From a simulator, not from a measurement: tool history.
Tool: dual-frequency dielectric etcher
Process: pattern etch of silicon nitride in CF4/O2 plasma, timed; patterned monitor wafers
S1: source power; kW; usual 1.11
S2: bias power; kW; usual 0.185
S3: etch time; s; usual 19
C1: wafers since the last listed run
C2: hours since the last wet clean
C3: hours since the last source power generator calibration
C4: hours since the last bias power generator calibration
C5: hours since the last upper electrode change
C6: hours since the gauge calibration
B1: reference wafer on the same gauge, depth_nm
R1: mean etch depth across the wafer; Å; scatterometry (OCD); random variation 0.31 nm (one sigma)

run,hour,S1,S2,S3,C1,C2,C3,C4,C5,C6,B1,R1
1,0,1.11,0.185,23,0,290.9,324.2,159.4,4261.1,1876.1,94.5,1010
2,146.2,1.11,0.185,23,1925,437.1,470.4,305.6,4407.3,2022.3,94.5,1014
3,190.4,1.11,0.185,22,582,481.3,514.6,349.8,4451.5,2066.5,94.6,974
# hour 269.9: wet clean of the chamber
4,270.4,1.17,0.165,19,737,0.5,594.6,429.8,4531.5,2146.5,94.6,852
5,301.5,1.17,0.165,19,409,31.6,625.7,460.9,4562.6,2177.6,94.6,856
6,351.8,1.11,0.185,18,662,81.9,676,511.2,4612.9,2227.9,94.5,798
# hour 415.3: gauge calibrated
7,435.9,1.11,0.185,19,1107,166,760.1,595.3,4697,20.6,94.7,841
8,525.9,1.11,0.185,16.5,1185,256,850.1,685.3,4787,110.6,94.6,725
9,583.4,1.11,0.185,16.5,757,313.5,907.6,742.8,4844.5,168.1,94.7,728
10,689.8,1.11,0.185,19,1401,419.9,1014,849.2,4950.9,274.5,94.5,835
11,790.6,1.11,0.185,19,1327,520.7,1114.8,950,5051.7,375.3,94.7,830
# hour 912.3: wet clean of the chamber
12,1001.1,1.11,0.185,19,2456,88.8,1325.3,1160.5,5262.2,585.8,94.6,834
13,1051.9,1.24,0.185,24.5,669,139.6,1376.1,1211.3,5313,636.6,94.5,1205
14,1126.9,1.11,0.185,22.5,987,214.6,1451.1,1286.3,5388,711.6,94.6,986
15,1169.1,1.02,0.185,22.5,555,256.8,1493.3,1328.5,5430.2,753.8,94.6,899
# hour 1271.1: upper electrode replaced, of another model than before
16,1271.6,1.32,0.204,23.5,1033,359.3,1595.8,1431,0.5,856.3,94.6,1351
17,1303.8,1.11,0.149,14.5,424,391.5,1628,1463.2,32.7,888.5,94.7,566
18,1406.9,1.11,0.185,19,1358,494.6,1731.1,1566.3,135.8,991.6,94.5,821
19,1493.1,1.21,0.219,16.5,1135,580.8,1817.3,1652.5,222,1077.8,94.5,865
# hour 1573.8: wet clean of the chamber
20,1575,1.11,0.185,19,762,1.2,1899.2,1734.4,303.9,1159.7,94.6,812
21,1646,0.96,0.185,15.5,935,72.2,1970.2,1805.4,374.9,1230.7,94.7,540
22,1746.2,1.11,0.185,13.5,1319,172.4,2070.4,1905.6,475.1,1330.9,94.4,578
# hour 1769.6: source power generator calibrated
23,1796,0.88,0.185,15.5,603,222.2,26.4,1955.4,524.9,1380.7,94.6,486
# hour 1807.5: bias power generator calibrated
24,1903.4,1.11,0.185,16.5,1361,329.6,133.8,95.9,632.3,1488.1,94.7,731
25,2180.9,1.11,0.185,19,3655,607.1,411.3,373.4,909.8,1765.6,94.5,845
# hour 2205: wet clean of the chamber
26,2248.3,1.11,0.185,19,571,43.3,478.7,440.8,977.2,1833,94.7,841
27,2340.3,1.11,0.185,19,1211,135.3,570.7,532.8,1069.2,1925,94.7,840
28,2411,0.98,0.151,22.5,931,206,641.4,603.5,1139.9,1995.7,94.6,749
# hour 2440.5: gauge calibrated
29,2449.6,1.3,0.217,19,508,244.6,680,642.1,1178.5,9.1,94.7,1115

4 ways to go on from here, each from the tool as it stands after run 29. What would each give?
A,2450,1.11,0.185,19,5,245,680.4,642.5,1178.9,9.5,?,?
B,2450,1.11,0.227,16.5,5,245,680.4,642.5,1178.9,9.5,?,?
C,2450,1.11,0.185,23.5,5,245,680.4,642.5,1178.9,9.5,?,?
D,2450,1.23,0.185,19,5,245,680.4,642.5,1178.9,9.5,?,?

run,B1,R1
A,94.6,839
B,94.6,804
C,94.6,1038
D,94.6,964
Without the tool's hidden state the same runs would have given:
run,R1
A,839
B,804
C,1038
D,964
